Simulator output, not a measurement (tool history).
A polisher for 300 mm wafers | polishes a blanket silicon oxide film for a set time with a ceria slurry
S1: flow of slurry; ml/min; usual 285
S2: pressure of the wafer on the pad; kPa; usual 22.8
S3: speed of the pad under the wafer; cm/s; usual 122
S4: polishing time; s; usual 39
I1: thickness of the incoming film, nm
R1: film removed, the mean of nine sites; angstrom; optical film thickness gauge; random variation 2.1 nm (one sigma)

run 1 hour=0 | S1=285 S2=22.8 S3=122 S4=39 | I1=1668.3 | R1=1862
run 2 hour=16.6 | S1=285 S2=22.8 S3=122 S4=39 | I1=1665.4 | R1=1855
run 3 hour=25.2 | S1=285 S2=22.8 S3=122 S4=39 | I1=1701.5 | R1=1825
run 4 hour=39.9 | S1=315 S2=22.8 S3=122 S4=39 | I1=1657.2 | R1=1868
-- hour=57 worn pad replaced by a new one
run 5 hour=57.5 | S1=315 S2=22.8 S3=122 S4=39 | I1=1671.7 | R1=1880
run 6 hour=72 | S1=285 S2=22.8 S3=122 S4=39 | I1=1694.6 | R1=1839
run 7 hour=78 | S1=285 S2=22.8 S3=122 S4=39 | I1=1680.6 | R1=1852
run 8 hour=104.3 | S1=210 S2=28.3 S3=122 S4=39 | I1=1700.9 | R1=2180
run 9 hour=117.6 | S1=210 S2=28.3 S3=122 S4=39 | I1=1659.3 | R1=2165
run 10 hour=126.3 | S1=255 S2=28.3 S3=122 S4=39 | I1=1648 | R1=2140
run 11 hour=132.9 | S1=255 S2=28.3 S3=122 S4=39 | I1=1680.9 | R1=2146
-- hour=142 worn pad replaced by a new one
run 12 hour=143 | S1=255 S2=28.3 S3=122 S4=39 | I1=1678.9 | R1=2204
run 13 hour=155.8 | S1=325 S2=22.8 S3=122 S4=39 | I1=1671.4 | R1=1879
run 14 hour=169.9 | S1=285 S2=28.3 S3=104 S4=31 | I1=1683.4 | R1=1564
-- hour=179.4 slurry nozzle cleaned
run 15 hour=180.8 | S1=285 S2=22.8 S3=122 S4=39 | I1=1660.7 | R1=1875
run 16 hour=196.8 | S1=210 S2=28.3 S3=122 S4=39 | I1=1672.1 | R1=2132
run 17 hour=214 | S1=285 S2=22.8 S3=122 S4=39 | I1=1670.3 | R1=1847
-- hour=222.3 worn pad replaced by a new one
run 18 hour=239.7 | S1=285 S2=22.8 S3=122 S4=32 | I1=1670.1 | R1=1539
run 19 hour=246.5 | S1=285 S2=15.9 S3=122 S4=43 | I1=1662.9 | R1=1579
run 20 hour=253.5 | S1=285 S2=22.8 S3=98 S4=39 | I1=1656.3 | R1=1573
-- hour=264.6 head pressure recalibrated
run 21 hour=265.2 | S1=200 S2=26.9 S3=142 S4=26 | I1=1649.4 | R1=1554
run 22 hour=273.1 | S1=285 S2=22.8 S3=122 S4=39 | I1=1673.7 | R1=1808
run 23 hour=291.1 | S1=285 S2=22.8 S3=122 S4=39 | I1=1654.4 | R1=1879
run 24 hour=299.1 | S1=230 S2=24.8 S3=148 S4=39 | I1=1686.4 | R1=2235
-- hour=308.4 worn pad replaced by a new one
run 25 hour=316.9 | S1=285 S2=29.6 S3=134 S4=39 | I1=1682 | R1=2526
run 26 hour=331.6 | S1=215 S2=22.8 S3=112 S4=39 | I1=1683.5 | R1=1683
run 27 hour=341.6 | S1=285 S2=19.3 S3=122 S4=35 | I1=1666.4 | R1=1485

5 ways to go on from here, each from the tool as it stands after run 27. What would each give?
run A hour=342 | S1=285 S2=22.8 S3=122 S4=35 | I1=1650.8 | R1=?
run B hour=342 | S1=285 S2=22.8 S3=122 S4=27 | I1=1650.8 | R1=?
run C hour=342 | S1=335 S2=26.2 S3=122 S4=39 | I1=1650.8 | R1=?
run D hour=342 | S1=320 S2=22.8 S3=146 S4=31 | I1=1650.8 | R1=?
run E hour=342 | S1=355 S2=22.8 S3=148 S4=39 | I1=1650.8 | R1=?

run=A R1=1690
run=B R1=1304
run=C R1=2142
run=D R1=1752
run=E R1=2249
Without the tool's hidden state the same runs would have given:
run=A R1=1690
run=B R1=1304
run=C R1=2142
run=D R1=1752
run=E R1=2249
